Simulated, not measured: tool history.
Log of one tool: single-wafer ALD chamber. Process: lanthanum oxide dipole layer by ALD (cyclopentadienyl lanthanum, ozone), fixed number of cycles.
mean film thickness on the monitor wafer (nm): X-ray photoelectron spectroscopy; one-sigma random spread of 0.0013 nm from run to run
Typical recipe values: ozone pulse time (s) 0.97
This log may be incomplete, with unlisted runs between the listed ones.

run   hour  ozone pulse time (s)  read-back reference wafer on the same gauge, thickness_nm  mean film thickness on the monitor wafer (nm)
  1    0.0                  0.97                                                      0.431                                          0.480
  2    7.7                  0.97                                                      0.431                                          0.480
  3   33.1                  0.97                                                      0.431                                          0.479
  4   49.2                  0.97                                                      0.431                                          0.481
  5   67.1                  0.97                                                      0.431                                          0.479
  6   75.4                  0.97                                                      0.431                                          0.478
  7   86.0                  0.97                                                      0.431                                          0.477
  8   93.4                  1.15                                                      0.431                                          0.495
     102.2  -- showerhead replaced
  9  104.7                  0.58                                                      0.431                                          0.418
     113.5  -- ozone generator serviced
 10  114.0                  0.97                                                      0.431                                          0.449

Run 11, settings as shown, results not yet in. Your forecast:
 11  137.9                  1.20                                                          ?                                              ?

read-back reference wafer on the same gauge, thickness_nm: 0.431
mean film thickness on the monitor wafer (nm): 0.474
With the hidden condition absent and the run-to-run variation left alone, this run would have shown mean film thickness on the monitor wafer (nm) 0.530.

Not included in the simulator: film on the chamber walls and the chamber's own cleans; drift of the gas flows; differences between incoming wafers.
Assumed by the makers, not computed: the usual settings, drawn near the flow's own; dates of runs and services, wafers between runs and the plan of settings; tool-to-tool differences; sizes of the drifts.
